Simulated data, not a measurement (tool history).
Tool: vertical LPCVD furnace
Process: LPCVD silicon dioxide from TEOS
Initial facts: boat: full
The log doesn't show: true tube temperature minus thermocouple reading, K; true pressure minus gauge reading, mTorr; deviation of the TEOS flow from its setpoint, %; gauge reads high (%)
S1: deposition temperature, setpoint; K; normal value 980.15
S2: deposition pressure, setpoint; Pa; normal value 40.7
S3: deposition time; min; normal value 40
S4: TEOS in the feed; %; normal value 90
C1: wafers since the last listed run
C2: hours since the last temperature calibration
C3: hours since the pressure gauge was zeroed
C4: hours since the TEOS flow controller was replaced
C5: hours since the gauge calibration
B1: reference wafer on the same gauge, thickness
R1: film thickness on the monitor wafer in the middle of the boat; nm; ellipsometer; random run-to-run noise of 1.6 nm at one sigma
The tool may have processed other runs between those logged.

run 1 hour=0 | S1=980.15 S2=46.7 S3=28 S4=90 | C1=0 C2=3028.1 C3=1480.9 C4=2220.3 C5=447.3 | B1=396.51 | R1=290.12
run 2 hour=41.8 | S1=980.15 S2=40.7 S3=40 S4=90 | C1=734 C2=3069.9 C3=1522.7 C4=2262.1 C5=489.1 | B1=396.53 | R1=385.16
run 3 hour=69.1 | S1=980.15 S2=40.7 S3=40 S4=90 | C1=479 C2=3097.2 C3=1550 C4=2289.4 C5=516.4 | B1=396.43 | R1=385.59
run 4 hour=86.6 | S1=980.15 S2=40.7 S3=40 S4=90 | C1=307 C2=3114.7 C3=1567.5 C4=2306.9 C5=533.9 | B1=397.43 | R1=387.2
run 5 hour=110 | S1=980.15 S2=40.7 S3=40 S4=90 | C1=411 C2=3138.1 C3=1590.9 C4=2330.3 C5=557.3 | B1=397.63 | R1=386.39
run 6 hour=143.1 | S1=980.15 S2=37.3 S3=40 S4=97 | C1=581 C2=3171.2 C3=1624 C4=2363.4 C5=590.4 | B1=397.48 | R1=383.81
run 7 hour=157.4 | S1=980.15 S2=40.7 S3=40 S4=97 | C1=251 C2=3185.5 C3=1638.3 C4=2377.7 C5=604.7 | B1=397.58 | R1=399.52
run 8 hour=186.9 | S1=980.15 S2=40.7 S3=40 S4=97 | C1=518 C2=3215 C3=1667.8 C4=2407.2 C5=634.2 | B1=397.37 | R1=402.73
run 9 hour=208.8 | S1=980.15 S2=40.7 S3=40 S4=97 | C1=384 C2=3236.9 C3=1689.7 C4=2429.1 C5=656.1 | B1=396.75 | R1=401.8
run 10 hour=229.7 | S1=980.15 S2=40.7 S3=36 S4=90 | C1=367 C2=3257.8 C3=1710.6 C4=2450 C5=677 | B1=397.46 | R1=348.27
run 11 hour=249.2 | S1=980.15 S2=40.7 S3=36 S4=90 | C1=342 C2=3277.3 C3=1730.1 C4=2469.5 C5=696.5 | B1=397.88 | R1=346.76
-- hour=311.1 pressure gauge zeroed
run 12 hour=312.4 | S1=980.15 S2=40.7 S3=29.5 S4=90 | C1=689 C2=3340.5 C3=1.3 C4=2532.7 C5=759.7 | B1=397.6 | R1=285.32
run 13 hour=343.1 | S1=980.15 S2=40.7 S3=29.5 S4=90 | C1=539 C2=3371.2 C3=32 C4=2563.4 C5=790.4 | B1=397.56 | R1=284.24
run 14 hour=365.2 | S1=980.15 S2=40.7 S3=40 S4=90 | C1=388 C2=3393.3 C3=54.1 C4=2585.5 C5=812.5 | B1=398.12 | R1=390.7
-- hour=390.6 gauge calibrated
run 15 hour=393.9 | S1=980.15 S2=40.7 S3=40 S4=90 | C1=504 C2=3422 C3=82.8 C4=2614.2 C5=3.3 | B1=389.74 | R1=380.7
run 16 hour=419.3 | S1=980.15 S2=45.3 S3=52 S4=76 | C1=446 C2=3447.4 C3=108.2 C4=2639.6 C5=28.7 | B1=389.88 | R1=480.05
run 17 hour=433.7 | S1=980.15 S2=36 S3=40 S4=72 | C1=253 C2=3461.8 C3=122.6 C4=2654 C5=43.1 | B1=390.78 | R1=318.99
run 18 hour=458.3 | S1=972.15 S2=40.7 S3=34 S4=90 | C1=432 C2=3486.4 C3=147.2 C4=2678.6 C5=67.7 | B1=391.01 | R1=268.83
-- hour=499.2 thermocouples replaced and temperature profile calibrated
run 19 hour=499.7 | S1=980.15 S2=36.7 S3=52 S4=72 | C1=305 C2=0.5 C3=188.6 C4=2720 C5=109.1 | B1=392.3 | R1=422.97
run 20 hour=503.9 | S1=988.15 S2=49.3 S3=50.5 S4=97 | C1=73 C2=4.7 C3=192.8 C4=2724.2 C5=113.3 | B1=392.36 | R1=665.07
-- hour=537.4 TEOS flow controller replaced
run 21 hour=537.9 | S1=980.15 S2=40.7 S3=40 S4=90 | C1=175 C2=38.7 C3=226.8 C4=0.5 C5=147.3 | B1=392.88 | R1=383.32
run 22 hour=546.9 | S1=980.15 S2=32.7 S3=40 S4=82 | C1=158 C2=47.7 C3=235.8 C4=9.5 C5=156.3 | B1=393.52 | R1=327.86
run 23 hour=564.2 | S1=980.15 S2=44.7 S3=45.5 S4=85 | C1=304 C2=65 C3=253.1 C4=26.8 C5=173.6 | B1=393.56 | R1=447.21
run 24 hour=596 | S1=980.15 S2=40.7 S3=50 S4=90 | C1=558 C2=96.8 C3=284.9 C4=58.6 C5=205.4 | B1=393.45 | R1=478.92
run 25 hour=629.9 | S1=983.15 S2=36.7 S3=53 S4=90 | C1=595 C2=130.7 C3=318.8 C4=92.5 C5=239.3 | B1=394.67 | R1=516.54
run 26 hour=660.7 | S1=980.15 S2=40.7 S3=27.5 S4=72 | C1=541 C2=161.5 C3=349.6 C4=123.3 C5=270.1 | B1=394.17 | R1=235.45
run 27 hour=682.2 | S1=980.15 S2=40.7 S3=40 S4=90 | C1=377 C2=183 C3=371.1 C4=144.8 C5=291.6 | B1=395.5 | R1=385.84
run 28 hour=696.3 | S1=980.15 S2=49.3 S3=40 S4=90 | C1=247 C2=197.1 C3=385.2 C4=158.9 C5=305.7 | B1=395.91 | R1=422.19
run 29 hour=781.7 | S1=980.15 S2=46.7 S3=40 S4=84 | C1=1501 C2=282.5 C3=470.6 C4=244.3 C5=391.1 | B1=396.47 | R1=400.48

Hidden state, per run?
true tube temperature minus thermocouple reading, K: 0 on each run
true pressure minus gauge reading, mTorr: 0 on each run
deviation of the TEOS flow from its setpoint, %: 0 on each run
H1: gauge reads high (%)
run=1 H1=1.73
run=2 H1=1.79
run=3 H1=1.82
run=4 H1=1.84
run=5 H1=1.86
run=6 H1=1.89
run=7 H1=1.91
run=8 H1=1.93
run=9 H1=1.95
run=10 H1=1.96
run=11 H1=1.97
run=12 H1=2.01
run=13 H1=2.02
run=14 H1=2.03
run=15 H1=-0.039
run=16 H1=0.146
run=17 H1=0.244
run=18 H1=0.399
run=19 H1=0.631
run=20 H1=0.652
run=21 H1=0.816
run=22 H1=0.856
run=23 H1=0.929
run=24 H1=1.05
run=25 H1=1.17
run=26 H1=1.26
run=27 H1=1.32
run=28 H1=1.36
run=29 H1=1.54
